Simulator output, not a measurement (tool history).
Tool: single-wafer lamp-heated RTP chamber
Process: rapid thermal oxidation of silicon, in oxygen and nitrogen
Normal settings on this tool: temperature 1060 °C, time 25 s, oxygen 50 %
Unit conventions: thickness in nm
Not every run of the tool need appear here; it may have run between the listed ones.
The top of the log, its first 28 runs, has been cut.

run	hour	temperature	time	oxygen	read-back reference wafer on the same gauge, thickness	thickness
29	1822.9	1034	16	72	4.351	3.398
30	1926.3	1060	25	31	4.349	3.618
31	1996.2	1060	19	50	4.353	3.81
32	2054.3	1060	16	63	4.352	3.834
# hour 2092.6: pyrometer window cleaned and pyrometer calibrated
33	2265.6	1060	25	50	4.35	4.193
34	2354.9	1060	25	50	4.347	4.249
35	2429	1039	25	24	4.355	2.965
36	2508.2	1087	34	22	4.348	4.324
37	2562.7	1085	25	40	4.346	4.633

Forecast each of these 5 alternatives for the next run:
A	2563.2	1060	25	50	?	?
B	2563.2	1070	25	21	?	?
C	2563.2	1060	25	21	?	?
D	2563.2	1086	25	50	?	?
E	2563.2	1060	33	50	?	?

run	read-back reference wafer on the same gauge, thickness	thickness
A	4.353	4.272
B	4.353	3.414
C	4.353	3.219
D	4.353	5.047
E	4.353	4.798
What these runs would have given with no unlogged condition in the tool:
run	thickness
A	4.073
B	3.269
C	3.085
D	4.817
E	4.571

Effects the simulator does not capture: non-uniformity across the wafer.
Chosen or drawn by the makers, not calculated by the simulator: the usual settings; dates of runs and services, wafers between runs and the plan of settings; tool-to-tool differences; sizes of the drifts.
